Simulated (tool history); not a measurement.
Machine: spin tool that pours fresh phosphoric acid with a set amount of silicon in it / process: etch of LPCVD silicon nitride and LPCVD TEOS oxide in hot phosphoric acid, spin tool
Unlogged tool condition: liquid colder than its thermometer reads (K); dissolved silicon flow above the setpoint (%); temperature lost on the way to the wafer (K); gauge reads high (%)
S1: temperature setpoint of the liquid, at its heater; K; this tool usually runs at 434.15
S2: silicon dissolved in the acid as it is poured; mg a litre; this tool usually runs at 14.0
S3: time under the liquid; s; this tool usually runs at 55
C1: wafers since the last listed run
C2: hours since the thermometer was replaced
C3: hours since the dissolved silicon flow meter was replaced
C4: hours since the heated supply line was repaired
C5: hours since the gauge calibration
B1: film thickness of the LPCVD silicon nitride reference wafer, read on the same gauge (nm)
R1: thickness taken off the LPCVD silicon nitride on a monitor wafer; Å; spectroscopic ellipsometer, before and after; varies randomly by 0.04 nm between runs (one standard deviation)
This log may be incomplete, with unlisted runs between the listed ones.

run   hour      S1    S2  S3   C1      C2      C3      C4     C5     B1    R1
  1    0.0  434.15  14.0  35    0  1150.0  1989.4  1842.9   96.4  80.00  31.7
  2   31.9  434.15  14.0  35  231  1181.9  2021.3  1874.8  128.3  79.99  31.4
  3  112.9  434.15  14.0  55  586  1262.9  2102.3  1955.8  209.3  80.00  49.2
  4  139.3  434.15  14.0  55  191  1289.3  2128.7  1982.2  235.7  80.01  48.7
  5  152.6  434.15  14.0  55   96  1302.6  2142.0  1995.5  249.0  79.97  49.3
     169.2  -- dissolved silicon flow meter replaced
  6  187.3  434.15  14.0  55  244  1337.3    18.1  2030.2  283.7  79.98  49.6
     193.0  -- heated supply line repaired
  7  206.5  434.15  14.0  55  131  1356.5    37.3    13.5  302.9  79.98  48.3
  8  240.8  434.15  14.0  55  248  1390.8    71.6    47.8  337.2  80.01  47.8
  9  264.9  431.65  11.0  75  174  1414.9    95.7    71.9  361.3  80.02  61.1
 10  292.7  434.15  14.0  55  201  1442.7   123.5    99.7  389.1  80.01  48.7
 11  325.2  433.15  18.0  30  235  1475.2   156.0   132.2  421.6  80.00  25.5
 12  341.0  436.65  17.5  55  114  1491.0   171.8   148.0  437.4  80.02  52.7
     346.3  -- gauge calibrated
 13  356.0  434.15  19.5  55  108  1506.0   186.8   163.0    9.7  80.00  48.7
 14  391.2  434.15  14.0  55  255  1541.2   222.0   198.2   44.9  80.01  48.1
     392.4  -- thermometer replaced
 15  417.3  432.65  10.5  55  181    24.9   248.1   224.3   71.0  80.01  50.7
 16  447.3  436.65  19.5  80  217    54.9   278.1   254.3  101.0  80.01  83.1
 17  482.6  433.15   4.5  75  255    90.2   313.4   289.6  136.3  80.00  68.6
 18  496.5  433.15   4.5  75  100   104.1   327.3   303.5  150.2  80.01  69.8
 19  529.3  435.65  14.0  35  237   136.9   360.1   336.3  183.0  80.01  35.2
 20  551.5  434.15  14.0  55  160   159.1   382.3   358.5  205.2  80.01  52.7
 21  568.2  434.15  21.5  55  120   175.8   399.0   375.2  221.9  79.99  52.5
 22  588.4  432.15  18.0  45  146   196.0   419.2   395.4  242.1  79.99  39.7

Predict each of these 4 candidate next runs independently; none follows another, all start after run 22:
  A  588.8  434.15  14.0  70   2  196.4  419.6  395.8  242.5   ?   ?
  B  588.8  432.65   3.0  40   2  196.4  419.6  395.8  242.5   ?   ?
  C  588.8  436.15   7.5  70   2  196.4  419.6  395.8  242.5   ?   ?
  D  588.8  434.15   7.5  25   2  196.4  419.6  395.8  242.5   ?   ?

run     B1    R1
  A  79.99  65.4
  B  79.99  35.5
  C  79.99  69.9
  D  79.99  23.3
Stripped of hidden state, with their random variation kept, the same runs would have yielded:
run    R1
  A  66.1
  B  35.9
  C  70.6
  D  23.6
